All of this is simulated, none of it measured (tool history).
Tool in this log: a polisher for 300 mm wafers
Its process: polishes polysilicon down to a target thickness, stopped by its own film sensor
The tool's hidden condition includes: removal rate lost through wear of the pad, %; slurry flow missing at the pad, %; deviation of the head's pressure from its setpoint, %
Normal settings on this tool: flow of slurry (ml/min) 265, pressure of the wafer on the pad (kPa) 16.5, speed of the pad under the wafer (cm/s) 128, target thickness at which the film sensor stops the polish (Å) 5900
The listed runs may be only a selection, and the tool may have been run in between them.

| run | hour | flow of slurry (ml/min) | pressure of the wafer on the pad (kPa) | speed of the pad under the wafer (cm/s) | target thickness at which the film sensor stops the polish (Å) | wafers since the last listed run | wafers polished on this pad | hours since the slurry nozzle was cleaned | hours since the head pressure was calibrated | incoming thickness of the incoming film, nm | time until the film sensor stopped the polish (s) |
|---|---|---|---|---|---|---|---|---|---|---|---|
| 1 | 0 | 265 | 16.5 | 128 | 5900 | 0 | 2214 | 394.4 | 786.4 | 972.1 | 40.4 |
|  | 2.9 | worn pad replaced by a new one |
| 2 | 22 | 265 | 16.5 | 128 | 5900 | 256 | 256 | 416.4 | 808.4 | 991.8 | 39.3 |
| 3 | 48.5 | 265 | 16.5 | 128 | 5900 | 355 | 611 | 442.9 | 834.9 | 973.5 | 38.7 |
| 4 | 83.3 | 265 | 16.5 | 128 | 6550 | 466 | 1077 | 477.7 | 869.7 | 952.5 | 30.6 |
| 5 | 99.7 | 265 | 16.5 | 128 | 6550 | 219 | 1297 | 494.1 | 886.1 | 971.4 | 33.8 |
| 6 | 111.9 | 265 | 16.5 | 128 | 6550 | 163 | 1460 | 506.3 | 898.3 | 949.5 | 31.5 |
| 7 | 143.2 | 265 | 16.5 | 128 | 5430 | 419 | 1880 | 537.6 | 929.6 | 969.6 | 45.7 |
| 8 | 169.1 | 265 | 16.5 | 128 | 5430 | 347 | 2227 | 563.5 | 955.5 | 973.4 | 47.7 |
|  | 187.9 | worn pad replaced by a new one |
| 9 | 188.4 | 265 | 16.5 | 128 | 5900 | 205 | 7 | 582.8 | 974.8 | 965.7 | 35.4 |
| 10 | 215.5 | 265 | 16.5 | 112 | 5900 | 363 | 370 | 609.9 | 1001.9 | 953.3 | 41.3 |
| 11 | 242.5 | 265 | 16.5 | 112 | 5900 | 361 | 732 | 636.9 | 1028.9 | 980.9 | 46.4 |
|  | 338.1 | slurry nozzle cleaned |
| 12 | 349.8 | 265 | 16.5 | 106 | 5030 | 1424 | 2156 | 11.7 | 1136.2 | 967.7 | 60.5 |
|  | 356.9 | worn pad replaced by a new one |
| 13 | 379.7 | 265 | 16.5 | 106 | 5030 | 347 | 305 | 41.6 | 1166.1 | 966.7 | 54.3 |
|  | 415.2 | head pressure recalibrated |
| 14 | 415.7 | 265 | 16.5 | 128 | 5900 | 455 | 761 | 77.6 | 0.5 | 969.6 | 39 |
| 15 | 437.7 | 265 | 20.7 | 128 | 5900 | 294 | 1055 | 99.6 | 22.5 | 975.1 | 31.9 |
| 16 | 452.9 | 265 | 16.5 | 154 | 5900 | 203 | 1259 | 114.8 | 37.7 | 965 | 32.4 |
| 17 | 471.9 | 265 | 16.5 | 128 | 5900 | 254 | 1514 | 133.8 | 56.7 | 980.3 | 40.7 |
| 18 | 496.8 | 265 | 16.5 | 128 | 5900 | 333 | 1847 | 158.7 | 81.6 | 971.2 | 40.7 |
| 19 | 526.3 | 265 | 16.5 | 128 | 5900 | 395 | 2243 | 188.2 | 111.1 | 964 | 38.9 |
|  | 538.2 | worn pad replaced by a new one |
| 20 | 549.9 | 205 | 16.5 | 110 | 5250 | 262 | 156 | 211.8 | 134.7 | 976.6 | 53.8 |
| 21 | 572.3 | 265 | 13.1 | 162 | 6240 | 300 | 457 | 234.2 | 157.1 | 967.6 | 34.4 |
| 22 | 590.4 | 185 | 16.5 | 128 | 5900 | 242 | 699 | 252.3 | 175.2 | 963.9 | 40.8 |
| 23 | 621.8 | 180 | 20.7 | 104 | 7140 | 420 | 1120 | 283.7 | 206.6 | 951.4 | 26.4 |
| 24 | 650 | 315 | 14.5 | 102 | 5900 | 377 | 1498 | 311.9 | 234.8 | 954.3 | 52.4 |
| 25 | 682.9 | 170 | 13.8 | 128 | 4830 | 440 | 1939 | 344.8 | 267.7 | 966.3 | 66.9 |
|  | 702.5 | worn pad replaced by a new one |
| 26 | 776.9 | 265 | 13.1 | 128 | 5410 | 1206 | 996 | 438.8 | 361.7 | 983.9 | 58.8 |
| 27 | 805.7 | 265 | 12.4 | 128 | 5900 | 385 | 1382 | 467.6 | 390.5 | 962.7 | 53.2 |
| 28 | 819.4 | 265 | 16.5 | 128 | 5900 | 183 | 1566 | 481.3 | 404.2 | 981.4 | 40.7 |
| 29 | 834.2 | 265 | 16.5 | 88 | 5900 | 198 | 1764 | 496.1 | 419 | 957.8 | 59.1 |
| 30 | 857.9 | 265 | 11.7 | 98 | 5900 | 317 | 2082 | 519.8 | 442.7 | 963.5 | 72.8 |
| 31 | 875.8 | 235 | 20.7 | 128 | 5900 | 239 | 2322 | 537.7 | 460.6 | 956.8 | 32 |

How would selected steps in time until the film sensor stopped the polish (s) from run to run divide? Give the signed amount a tool lacking its hidden state would still show from settings, what came in and random variation, and the signed amount left for the hidden state, including any gauge scatter that is not in both of the compared results.
Run 8 -> 9: target thickness at which the film sensor stops the polish (Å) 5430 -> 5900, worn pad replaced by a new one. time until the film sensor stopped the polish (s) -12.3: hidden state -5.9, all else -6.4.
Run 12 -> 13: worn pad replaced by a new one. time until the film sensor stopped the polish (s) -6.2: hidden state -5, all else -1.2.
Run 20 -> 21: flow of slurry (ml/min) 205 -> 265, pressure of the wafer on the pad (kPa) 16.5 -> 13.1, speed of the pad under the wafer (cm/s) 110 -> 162, target thickness at which the film sensor stops the polish (Å) 5250 -> 6240. time until the film sensor stopped the polish (s) -19.4: hidden state +0.3, all else -19.7.
Run 23 -> 24: flow of slurry (ml/min) 180 -> 315, pressure of the wafer on the pad (kPa) 20.7 -> 14.5, speed of the pad under the wafer (cm/s) 104 -> 102, target thickness at which the film sensor stops the polish (Å) 7140 -> 5900. time until the film sensor stopped the polish (s) +26: hidden state +3.6, all else +22.4.
Run 30 -> 31: flow of slurry (ml/min) 265 -> 235, pressure of the wafer on the pad (kPa) 11.7 -> 20.7, speed of the pad under the wafer (cm/s) 98 -> 128. time until the film sensor stopped the polish (s) -40.8: hidden state -4.8, all else -36.

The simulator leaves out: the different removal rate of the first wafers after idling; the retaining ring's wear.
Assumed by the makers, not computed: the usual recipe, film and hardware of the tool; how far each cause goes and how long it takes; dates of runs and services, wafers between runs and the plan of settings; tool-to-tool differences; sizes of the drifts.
